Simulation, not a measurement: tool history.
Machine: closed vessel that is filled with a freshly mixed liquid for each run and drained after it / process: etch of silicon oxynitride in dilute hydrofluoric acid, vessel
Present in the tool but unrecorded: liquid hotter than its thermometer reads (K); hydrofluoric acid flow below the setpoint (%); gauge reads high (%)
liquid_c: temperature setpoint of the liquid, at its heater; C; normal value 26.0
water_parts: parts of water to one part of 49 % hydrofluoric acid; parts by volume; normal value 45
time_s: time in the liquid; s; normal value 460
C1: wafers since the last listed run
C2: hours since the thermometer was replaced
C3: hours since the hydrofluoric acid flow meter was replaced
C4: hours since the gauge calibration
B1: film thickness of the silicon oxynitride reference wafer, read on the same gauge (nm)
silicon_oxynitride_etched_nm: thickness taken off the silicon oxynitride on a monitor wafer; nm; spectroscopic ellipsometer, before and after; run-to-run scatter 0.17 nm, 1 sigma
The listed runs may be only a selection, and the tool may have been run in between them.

Run 1, day 0.000: usual settings; C1 0; C2 1705.1; C3 1566.7; C4 590.4; B1 100.01. Result: silicon_oxynitride_etched_nm 20.54 nm.
Run 2, day 0.792: usual settings; C1 1404; C2 1724.1; C3 1585.7; C4 609.4; B1 100.02. Result: silicon_oxynitride_etched_nm 20.56 nm.
Run 3, day 2.104: usual settings but liquid_c 23.0 C, water_parts 35 parts by volume; C1 2328; C2 1755.6; C3 1617.2; C4 640.9; B1 99.99. Result: silicon_oxynitride_etched_nm 23.25 nm.
Run 4, day 3.121: usual settings but time_s 275 s; C1 1803; C2 1780.0; C3 1641.6; C4 665.3; B1 99.96. Result: silicon_oxynitride_etched_nm 12.40 nm.
Run 5, day 4.492: usual settings but time_s 275 s; C1 2431; C2 1812.9; C3 1674.5; C4 698.2; B1 100.00. Result: silicon_oxynitride_etched_nm 12.47 nm.
Run 6, day 5.683: usual settings but liquid_c 29.5 C; C1 2113; C2 1841.5; C3 1703.1; C4 726.8; B1 100.00. Result: silicon_oxynitride_etched_nm 24.39 nm.
Run 7, day 6.996: usual settings but liquid_c 29.5 C; C1 2328; C2 1873.0; C3 1734.6; C4 758.3; B1 99.98. Result: silicon_oxynitride_etched_nm 24.52 nm.
Run 8, day 7.604: usual settings but liquid_c 27.0 C; C1 1079; C2 1887.6; C3 1749.2; C4 772.9; B1 100.01. Result: silicon_oxynitride_etched_nm 21.85 nm.
Run 9, day 8.383: usual settings but liquid_c 27.5 C, time_s 670 s; C1 1382; C2 1906.3; C3 1767.9; C4 791.6; B1 99.99. Result: silicon_oxynitride_etched_nm 32.90 nm.
Run 10, day 9.200: usual settings; C1 1448; C2 1925.9; C3 1787.5; C4 811.2; B1 100.03. Result: silicon_oxynitride_etched_nm 20.48 nm.
At day 9.554: thermometer replaced.
Run 11, day 10.462: usual settings; C1 2165; C2 21.8; C3 1817.8; C4 841.5; B1 100.00. Result: silicon_oxynitride_etched_nm 18.19 nm.
At day 11.158: gauge calibrated.
Run 12, day 11.296: usual settings; C1 1478; C2 41.8; C3 1837.8; C4 3.3; B1 100.04. Result: silicon_oxynitride_etched_nm 18.87 nm.
Run 13, day 12.388: usual settings but time_s 320 s; C1 1936; C2 68.0; C3 1864.0; C4 29.5; B1 100.01. Result: silicon_oxynitride_etched_nm 12.77 nm.
Run 14, day 13.367: usual settings but time_s 320 s; C1 1736; C2 91.5; C3 1887.5; C4 53.0; B1 100.01. Result: silicon_oxynitride_etched_nm 12.88 nm.
Run 15, day 14.629: usual settings; C1 2239; C2 121.8; C3 1917.8; C4 83.3; B1 99.98. Result: silicon_oxynitride_etched_nm 18.44 nm.
Run 16, day 15.708: usual settings but liquid_c 21.0 C; C1 1914; C2 147.7; C3 1943.7; C4 109.2; B1 99.99. Result: silicon_oxynitride_etched_nm 14.44 nm.
Run 17, day 16.442: usual settings but water_parts 40 parts by volume; C1 1300; C2 165.3; C3 1961.3; C4 126.8; B1 100.01. Result: silicon_oxynitride_etched_nm 20.80 nm.
At day 16.938: hydrofluoric acid flow meter replaced.
Run 18, day 17.325: usual settings but time_s 320 s; C1 1493; C2 186.5; C3 9.3; C4 148.0; B1 100.02. Result: silicon_oxynitride_etched_nm 14.28 nm.
Run 19, day 18.750: usual settings but liquid_c 29.0 C, water_parts 60 parts by volume, time_s 270 s; C1 2527; C2 220.7; C3 43.5; C4 182.2; B1 100.03. Result: silicon_oxynitride_etched_nm 10.19 nm.
Run 20, day 19.700: usual settings but water_parts 60 parts by volume; C1 1685; C2 243.5; C3 66.3; C4 205.0; B1 99.99. Result: silicon_oxynitride_etched_nm 15.12 nm.
Run 21, day 20.708: usual settings but liquid_c 27.5 C, water_parts 30 parts by volume, time_s 620 s; C1 1788; C2 267.7; C3 90.5; C4 229.2; B1 100.02. Result: silicon_oxynitride_etched_nm 45.13 nm.
Run 22, day 21.600: usual settings but liquid_c 21.0 C, time_s 685 s; C1 1581; C2 289.1; C3 111.9; C4 250.6; B1 99.98. Result: silicon_oxynitride_etched_nm 23.70 nm.
Run 23, day 24.425: usual settings; C1 5011; C2 356.9; C3 179.7; C4 318.4; B1 100.01. Result: silicon_oxynitride_etched_nm 20.47 nm.
Run 24, day 25.521: usual settings but time_s 320 s; C1 1943; C2 383.2; C3 206.0; C4 344.7; B1 100.03. Result: silicon_oxynitride_etched_nm 14.56 nm.

Run 25 comes next. What will it give?
Run 25, day 26.525: usual settings but liquid_c 29.5 C, time_s 620 s; C1 1781; C2 407.3; C3 230.1; C4 368.8; B1 ?. Result: silicon_oxynitride_etched_nm ?.

{"run 25": {"B1": 99.98, "silicon_oxynitride_etched_nm": 32.62}}
Take away the tool's hidden state, keep the run-to-run variation as it was, and the same run would have given silicon_oxynitride_etched_nm 33.23 nm.

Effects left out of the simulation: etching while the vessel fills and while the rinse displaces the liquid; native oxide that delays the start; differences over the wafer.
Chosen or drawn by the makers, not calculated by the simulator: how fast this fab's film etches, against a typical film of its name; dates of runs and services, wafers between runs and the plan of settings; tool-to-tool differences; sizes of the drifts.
